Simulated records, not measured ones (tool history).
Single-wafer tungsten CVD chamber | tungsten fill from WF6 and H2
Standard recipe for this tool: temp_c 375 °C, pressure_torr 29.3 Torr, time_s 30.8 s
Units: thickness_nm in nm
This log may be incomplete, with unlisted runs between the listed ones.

run	hour	temp_c	pressure_torr	time_s	wafers since the last listed run	hours since the last thermocouple change	hours since the last manometer calibration	hours since the showerhead was replaced	hours since the gauge calibration	read-back reference wafer on the same gauge, thickness_nm	thickness_nm
1	0	375	29.3	30.8	0	2506.8	1580.1	4716.1	576.2	70.229	60.617
2	25.8	375	26.8	26.7	383	2532.6	1605.9	4741.9	602	70.381	50.227
3	44.1	375	29.3	30.8	272	2550.9	1624.2	4760.2	620.3	70.266	60.797
# hour 73.8: capacitance manometer re-zeroed and calibrated
4	74.3	375	29.3	30.8	330	2581.1	0.5	4790.4	650.5	70.313	63.164
# hour 90.2: gauge calibrated
5	92.9	375	29.3	30.8	276	2599.7	19.1	4809	2.7	70.327	63.465
6	111.8	375	29.3	30.8	280	2618.6	38	4827.9	21.6	70.453	62.849
# hour 123.7: thermocouple changed; heater temperature recalibrated
7	145.8	375	29.3	30.8	386	22.1	72	4861.9	55.6	70.408	63.545
8	166	375	27.6	30.8	300	42.3	92.2	4882.1	75.8	70.228	61.661
9	178.5	375	26	30.8	185	54.8	104.7	4894.6	88.3	70.255	59.737
10	195.3	385	36.4	30.8	249	71.6	121.5	4911.4	105.1	70.239	84.606
11	209.5	387	25.8	34.4	211	85.8	135.7	4925.6	119.3	70.319	84.74
12	226.3	375	34.7	29.1	249	102.6	152.5	4942.4	136.1	70.367	63.936
13	307.5	380	23.1	34.1	1207	183.8	233.7	5023.6	217.3	70.396	69.087
14	342.9	371	36.1	25.3	526	219.2	269.1	5059	252.7	70.266	51.551
15	370.6	375	29.3	30.8	411	246.9	296.8	5086.7	280.4	70.344	61.576
16	399.3	361	25.7	36.9	426	275.6	325.5	5115.4	309.1	70.256	52.674
# hour 412.1: showerhead replaced
17	412.6	375	29.3	35.6	78	288.9	338.8	0.5	322.4	70.19	72.088
18	443.3	375	29.3	28.7	456	319.6	369.5	31.2	353.1	70.194	58.204
19	464.6	375	25.4	30.8	316	340.9	390.8	52.5	374.4	70.429	58.317
20	497.3	375	29.3	30.8	486	373.6	423.5	85.2	407.1	70.28	61.773
21	522.9	375	29.3	30.8	380	399.2	449.1	110.8	432.7	70.275	61.762
22	556.1	381	36	36.4	493	432.4	482.3	144	465.9	70.34	91.056
23	568.4	380	29.3	30.8	182	444.7	494.6	156.3	478.2	70.239	68.48
24	599.3	375	29.3	30.8	459	475.6	525.5	187.2	509.1	70.288	61.963
25	611.6	375	29.3	30.8	182	487.9	537.8	199.5	521.4	70.342	61.413
26	640.8	375	22.3	30.8	434	517.1	567	228.7	550.6	70.329	54.63
27	658.2	386	29.3	34.9	258	534.5	584.4	246.1	568	70.266	87.75
28	694.1	375	35.9	25.9	533	570.4	620.3	282	603.9	70.293	56.736
29	721.7	365	29.3	32.9	410	598	647.9	309.6	631.5	70.325	53.27
# hour 725.8: gauge calibrated
30	737.2	375	29.3	30.8	230	613.5	663.4	325.1	11.4	70.191	61.833
31	763.3	375	25.4	30.8	387	639.6	689.5	351.2	37.5	70.32	57.741
32	789.5	375	25.3	30.8	389	665.8	715.7	377.4	63.7	70.349	58.224
33	812	375	22.3	27.2	334	688.3	738.2	399.9	86.2	70.316	48.007

Consider 5 possible next runs. They are alternatives, not a sequence: every one starts from the tool as it was left by run 33. What does each give?
A	812.4	375	29.3	36.5	5	688.7	738.6	400.3	86.6	?	?
B	812.4	371	29.3	30.8	5	688.7	738.6	400.3	86.6	?	?
C	812.4	375	34.7	24.7	5	688.7	738.6	400.3	86.6	?	?
D	812.4	390	29.3	30.8	5	688.7	738.6	400.3	86.6	?	?
E	812.4	389	29.3	30.8	5	688.7	738.6	400.3	86.6	?	?

run	read-back reference wafer on the same gauge, thickness_nm	thickness_nm
A	70.326	72.825
B	70.326	56.471
C	70.326	53.058
D	70.326	83.139
E	70.326	81.522
Without the tool's unlogged condition, the same runs would have read:
run	thickness_nm
A	74.016
B	57.394
C	53.914
D	84.498
E	82.855
